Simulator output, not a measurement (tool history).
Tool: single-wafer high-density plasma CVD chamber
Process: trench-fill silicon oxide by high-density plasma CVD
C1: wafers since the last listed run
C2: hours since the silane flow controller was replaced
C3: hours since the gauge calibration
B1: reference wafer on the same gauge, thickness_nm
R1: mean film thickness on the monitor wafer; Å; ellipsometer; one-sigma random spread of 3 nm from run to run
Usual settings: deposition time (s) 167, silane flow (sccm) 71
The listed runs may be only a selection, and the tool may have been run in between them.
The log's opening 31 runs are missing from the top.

run 32 hour=442.1 | deposition_time_(s)=167 silane_flow_(sccm)=71 | C1=68 C2=157.5 C3=79 | B1=1501.243 | R1=13236.66
run 33 hour=453.1 | deposition_time_(s)=180 silane_flow_(sccm)=79 | C1=115 C2=168.5 C3=90 | B1=1499.545 | R1=15833.31
run 34 hour=461.1 | deposition_time_(s)=156 silane_flow_(sccm)=71 | C1=83 C2=176.5 C3=98 | B1=1499.495 | R1=12358.73
run 35 hour=475.1 | deposition_time_(s)=154 silane_flow_(sccm)=85 | C1=146 C2=190.5 C3=112 | B1=1500.698 | R1=14589.62
run 36 hour=491.9 | deposition_time_(s)=167 silane_flow_(sccm)=71 | C1=176 C2=207.3 C3=128.8 | B1=1500.176 | R1=13224.43
run 37 hour=509.7 | deposition_time_(s)=200 silane_flow_(sccm)=78 | C1=186 C2=225.1 C3=146.6 | B1=1500.745 | R1=17441.04
run 38 hour=518.1 | deposition_time_(s)=192 silane_flow_(sccm)=66 | C1=88 C2=233.5 C3=155 | B1=1500.755 | R1=14213.9
run 39 hour=533.4 | deposition_time_(s)=167 silane_flow_(sccm)=71 | C1=160 C2=248.8 C3=170.3 | B1=1499.942 | R1=13240.53
run 40 hour=540.1 | deposition_time_(s)=188 silane_flow_(sccm)=78 | C1=70 C2=255.5 C3=177 | B1=1499.803 | R1=16454.06
run 41 hour=551.9 | deposition_time_(s)=141 silane_flow_(sccm)=59 | C1=123 C2=267.3 C3=188.8 | B1=1498.91 | R1=9326.22
run 42 hour=563.3 | deposition_time_(s)=183 silane_flow_(sccm)=57 | C1=119 C2=278.7 C3=200.2 | B1=1500.796 | R1=11668.91
run 43 hour=571.5 | deposition_time_(s)=167 silane_flow_(sccm)=71 | C1=86 C2=286.9 C3=208.4 | B1=1501.45 | R1=13289.6
run 44 hour=588 | deposition_time_(s)=138 silane_flow_(sccm)=62 | C1=173 C2=303.4 C3=224.9 | B1=1501.456 | R1=9579.02
run 45 hour=600.2 | deposition_time_(s)=167 silane_flow_(sccm)=71 | C1=128 C2=315.6 C3=237.1 | B1=1500.303 | R1=13249.4
run 46 hour=617.2 | deposition_time_(s)=186 silane_flow_(sccm)=83 | C1=178 C2=332.6 C3=254.1 | B1=1499.484 | R1=17250.28
run 47 hour=629.1 | deposition_time_(s)=179 silane_flow_(sccm)=61 | C1=124 C2=344.5 C3=266 | B1=1499.756 | R1=12233.79

3 options for the next run, each taken on its own from the tool as it stands now. Forecast them:
run A hour=629.5 | deposition_time_(s)=167 silane_flow_(sccm)=71 | C1=4 C2=344.9 C3=266.4 | B1=? | R1=?
run B hour=629.5 | deposition_time_(s)=167 silane_flow_(sccm)=57 | C1=4 C2=344.9 C3=266.4 | B1=? | R1=?
run C hour=629.5 | deposition_time_(s)=148 silane_flow_(sccm)=60 | C1=4 C2=344.9 C3=266.4 | B1=? | R1=?

run=A B1=1501.343 R1=13245.51
run=B B1=1501.343 R1=10633.72
run=C B1=1501.343 R1=9919.89
Without the tool's unlogged condition, the same runs would have read:
run=A R1=13098.91
run=B R1=10516.02
run=C R1=9810.09
